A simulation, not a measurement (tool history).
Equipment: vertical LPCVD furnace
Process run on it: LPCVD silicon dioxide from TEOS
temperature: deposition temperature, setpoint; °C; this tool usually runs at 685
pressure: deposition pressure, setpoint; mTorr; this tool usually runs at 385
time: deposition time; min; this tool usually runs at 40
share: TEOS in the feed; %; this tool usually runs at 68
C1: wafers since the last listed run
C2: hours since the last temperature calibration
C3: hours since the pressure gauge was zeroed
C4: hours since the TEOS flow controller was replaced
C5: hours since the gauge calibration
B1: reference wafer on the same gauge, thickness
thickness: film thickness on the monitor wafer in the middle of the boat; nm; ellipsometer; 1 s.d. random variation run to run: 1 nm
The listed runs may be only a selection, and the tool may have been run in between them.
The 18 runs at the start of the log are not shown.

{"run": 19, "hour": 1112.7, "temperature": 691, "pressure": 465, "time": 40, "share": 76, "C1": 1008, "C2": 316.4, "C3": 628.6, "C4": 777.6, "C5": 1813.4, "B1": 185.93, "thickness": 307.31}
{"hour": 1129.5, "done": "gauge calibrated"}
{"run": 20, "hour": 1144.1, "temperature": 696, "pressure": 475, "time": 40, "share": 68, "C1": 450, "C2": 347.8, "C3": 660, "C4": 809, "C5": 14.6, "B1": 185.84, "thickness": 331.93}
{"run": 21, "hour": 1205.5, "temperature": 685, "pressure": 295, "time": 40, "share": 62, "C1": 881, "C2": 409.2, "C3": 721.4, "C4": 870.4, "C5": 76, "B1": 185.88, "thickness": 194.82}
{"run": 22, "hour": 1266.7, "temperature": 695, "pressure": 295, "time": 34, "share": 68, "C1": 878, "C2": 470.4, "C3": 782.6, "C4": 931.6, "C5": 137.2, "B1": 185.99, "thickness": 218.29}
{"run": 23, "hour": 1316.6, "temperature": 685, "pressure": 385, "time": 54, "share": 68, "C1": 716, "C2": 520.3, "C3": 832.5, "C4": 981.5, "C5": 187.1, "B1": 186, "thickness": 315.3}
{"run": 24, "hour": 1358.6, "temperature": 693, "pressure": 385, "time": 29, "share": 59, "C1": 603, "C2": 562.3, "C3": 874.5, "C4": 1023.5, "C5": 229.1, "B1": 185.89, "thickness": 190.11}
{"run": 25, "hour": 1408.3, "temperature": 685, "pressure": 320, "time": 40, "share": 68, "C1": 713, "C2": 612, "C3": 924.2, "C4": 1073.2, "C5": 278.8, "B1": 185.89, "thickness": 211.82}
{"run": 26, "hour": 1479.4, "temperature": 696, "pressure": 330, "time": 32, "share": 55, "C1": 1021, "C2": 683.1, "C3": 995.3, "C4": 1144.3, "C5": 349.9, "B1": 186.19, "thickness": 202.08}
{"run": 27, "hour": 1515.8, "temperature": 685, "pressure": 385, "time": 35, "share": 73, "C1": 522, "C2": 719.5, "C3": 1031.7, "C4": 1180.7, "C5": 386.3, "B1": 185.86, "thickness": 211.9}
{"run": 28, "hour": 1545.4, "temperature": 685, "pressure": 330, "time": 40, "share": 57, "C1": 425, "C2": 749.1, "C3": 1061.3, "C4": 1210.3, "C5": 415.9, "B1": 186.01, "thickness": 198.49}
{"run": 29, "hour": 1613.8, "temperature": 685, "pressure": 385, "time": 40, "share": 68, "C1": 982, "C2": 817.5, "C3": 1129.7, "C4": 1278.7, "C5": 484.3, "B1": 185.89, "thickness": 235.93}
{"run": 30, "hour": 1670.2, "temperature": 697, "pressure": 320, "time": 40, "share": 68, "C1": 809, "C2": 873.9, "C3": 1186.1, "C4": 1335.1, "C5": 540.7, "B1": 186.05, "thickness": 284.75}
{"run": 31, "hour": 1729.9, "temperature": 685, "pressure": 385, "time": 40, "share": 68, "C1": 857, "C2": 933.6, "C3": 1245.8, "C4": 1394.8, "C5": 600.4, "B1": 186.09, "thickness": 237.07}

Forecast each of these 4 alternatives for the next run:
{"run": "A", "hour": 1733.6, "temperature": 685, "pressure": 385, "time": 40, "share": 68, "C1": 53, "C2": 937.3, "C3": 1249.5, "C4": 1398.5, "C5": 604.1, "B1": "?", "thickness": "?"}
{"run": "B", "hour": 1733.6, "temperature": 685, "pressure": 425, "time": 40, "share": 68, "C1": 53, "C2": 937.3, "C3": 1249.5, "C4": 1398.5, "C5": 604.1, "B1": "?", "thickness": "?"}
{"run": "C", "hour": 1733.6, "temperature": 685, "pressure": 415, "time": 40, "share": 68, "C1": 53, "C2": 937.3, "C3": 1249.5, "C4": 1398.5, "C5": 604.1, "B1": "?", "thickness": "?"}
{"run": "D", "hour": 1733.6, "temperature": 676, "pressure": 385, "time": 28.5, "share": 76, "C1": 53, "C2": 937.3, "C3": 1249.5, "C4": 1398.5, "C5": 604.1, "B1": "?", "thickness": "?"}

run=A B1=186.08 thickness=236.99
run=B B1=186.08 thickness=248.99
run=C B1=186.08 thickness=246.05
run=D B1=186.08 thickness=143.7
Stripped of hidden state, with their random variation kept, the same runs would have yielded:
run=A thickness=222.92
run=B thickness=234.22
run=C thickness=231.45
run=D thickness=135.02

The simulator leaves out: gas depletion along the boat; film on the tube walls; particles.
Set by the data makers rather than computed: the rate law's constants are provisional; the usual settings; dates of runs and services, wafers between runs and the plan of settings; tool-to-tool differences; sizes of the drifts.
